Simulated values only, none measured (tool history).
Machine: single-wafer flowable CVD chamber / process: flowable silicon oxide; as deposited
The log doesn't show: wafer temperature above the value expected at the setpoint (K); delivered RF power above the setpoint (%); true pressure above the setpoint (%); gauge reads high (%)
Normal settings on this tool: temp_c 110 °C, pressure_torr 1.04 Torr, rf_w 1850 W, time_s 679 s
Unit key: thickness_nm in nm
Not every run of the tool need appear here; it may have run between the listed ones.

run   hour  temp_c  pressure_torr  rf_w  time_s  wafers since the last listed run  hours since the last thermocouple change  hours since the last RF generator calibration  hours since the last manometer calibration  hours since the showerhead was replaced  hours since the gauge calibration  read-back reference wafer on the same gauge, thickness_nm  thickness_nm
  1    0.0     110           1.04  1850     679                                 0                                    2217.6                                         1101.8                                      1589.8                                   4863.8                              167.5                                                    312.272       424.983
  2   14.2     110           1.04  1850     679                                49                                    2231.8                                         1116.0                                      1604.0                                   4878.0                              181.7                                                    311.813       422.577
  3   26.2     110           1.04  1590     679                                41                                    2243.8                                         1128.0                                      1616.0                                   4890.0                              193.7                                                    311.877       408.794
  4   35.9     110           0.91  1650     679                                33                                    2253.5                                         1137.7                                      1625.7                                   4899.7                              203.4                                                    311.929       360.222
  5   46.4     110           0.91  1650     679                                36                                    2264.0                                         1148.2                                      1636.2                                   4910.2                              213.9                                                    311.895       360.635
      60.2  -- showerhead replaced
  6   60.7     110           0.91  1650     679                                21                                    2278.3                                         1162.5                                      1650.5                                      0.5                              228.2                                                    312.090       362.779
  7   71.0     110           1.04  1850     679                                35                                    2288.6                                         1172.8                                      1660.8                                     10.8                              238.5                                                    312.188       420.695
  8   85.2     110           1.04  1850     679                                49                                    2302.8                                         1187.0                                      1675.0                                     25.0                              252.7                                                    311.989       423.048
      86.7  -- gauge calibrated
      94.7  -- capacitance manometer re-zeroed and calibrated
  9  100.0     110           1.04  1850     679                                23                                    2317.6                                         1201.8                                         5.3                                     39.8                               13.3                                                    312.079       426.989
 10  108.7     110           1.04  1850     679                                30                                    2326.3                                         1210.5                                        14.0                                     48.5                               22.0                                                    311.713       425.844
 11  121.3     110           1.04  1935     679                                43                                    2338.9                                         1223.1                                        26.6                                     61.1                               34.6                                                    312.498       435.162
 12  131.7     110           1.04  1935     679                                36                                    2349.3                                         1233.5                                        37.0                                     71.5                               45.0                                                    312.525       431.560
 13  138.6     100           1.04  1595     679                                24                                    2356.2                                         1240.4                                        43.9                                     78.4                               51.9                                                    312.018       551.437
     151.6  -- thermocouple changed; heater temperature recalibrated
 14  152.1     102           1.04  2145     765                                19                                       0.5                                         1253.9                                        57.4                                     91.9                               65.4                                                    311.797       699.576
 15  163.6     110           1.04  1850     679                                40                                      12.0                                         1265.4                                        68.9                                    103.4                               76.9                                                    312.053       483.692
 16  177.7     110           1.04  1850     679                                49                                      26.1                                         1279.5                                        83.0                                    117.5                               91.0                                                    311.800       482.282
 17  189.0      95           1.04  1535     758                                39                                      37.4                                         1290.8                                        94.3                                    128.8                              102.3                                                    311.760       797.093
 18  196.8     101           1.04  1850     679                                27                                      45.2                                         1298.6                                       102.1                                    136.6                              110.1                                                    312.009       627.238
     212.3  -- thermocouple changed; heater temperature recalibrated, repeated, since the last time left the tool worse
 19  212.8     110           1.04  1850     679                                27                                       0.5                                         1314.6                                       118.1                                    152.6                              126.1                                                    312.099       381.864
     225.2  -- RF generator calibrated
 20  225.7     110           1.04  1850     679                                17                                      13.4                                            0.5                                       131.0                                    165.5                              139.0                                                    312.264       384.715
 21  233.8     110           1.04  1850     679                                28                                      21.5                                            8.6                                       139.1                                    173.6                              147.1                                                    312.245       385.201
 22  240.1     110           1.18  2070     679                                21                                      27.8                                           14.9                                       145.4                                    179.9                              153.4                                                    312.025       444.438
 23  257.6     110           1.04  1850     738                                61                                      45.3                                           32.4                                       162.9                                    197.4                              170.9                                                    312.232       413.681
 24  265.8     110           1.04  1850     559                                28                                      53.5                                           40.6                                       171.1                                    205.6                              179.1                                                    312.287       317.670
 25  276.2     119           0.80  1850     679                                36                                      63.9                                           51.0                                       181.5                                    216.0                              189.5                                                    311.722       229.209
     283.1  -- gauge calibrated
 26  286.7     121           1.04  1850     565                                36                                      74.4                                           61.5                                       192.0                                    226.5                                3.6                                                    311.735       236.927
 27  296.7     110           1.04  1850     679                                34                                      84.4                                           71.5                                       202.0                                    236.5                               13.6                                                    312.087       386.396
 28  314.0     110           1.16  1985     679                                60                                     101.7                                           88.8                                       219.3                                    253.8                               30.9                                                    312.043       433.787

Branching from run 28: 4 alternative next runs. What would each branch give?
  A  314.6     110           1.04  1520     679                                 2                                     102.3                                           89.4                                       219.9                                    254.4                               31.5                                                          ?             ?
  B  314.6     110           1.04  1850     775                                 2                                     102.3                                           89.4                                       219.9                                    254.4                               31.5                                                          ?             ?
  C  314.6     104           1.04  1645     679                                 2                                     102.3                                           89.4                                       219.9                                    254.4                               31.5                                                          ?             ?
  D  314.6     110           1.04  1725     610                                 2                                     102.3                                           89.4                                       219.9                                    254.4                               31.5                                                          ?             ?

run  read-back reference wafer on the same gauge, thickness_nm  thickness_nm
  A                                                    311.562       369.569
  B                                                    311.562       440.106
  C                                                    311.562       447.335
  D                                                    311.562       341.344
With the hidden condition removed and each run's random variation left untouched, the same runs would have given:
run  thickness_nm
  A       369.468
  B       439.986
  C       447.210
  D       341.251

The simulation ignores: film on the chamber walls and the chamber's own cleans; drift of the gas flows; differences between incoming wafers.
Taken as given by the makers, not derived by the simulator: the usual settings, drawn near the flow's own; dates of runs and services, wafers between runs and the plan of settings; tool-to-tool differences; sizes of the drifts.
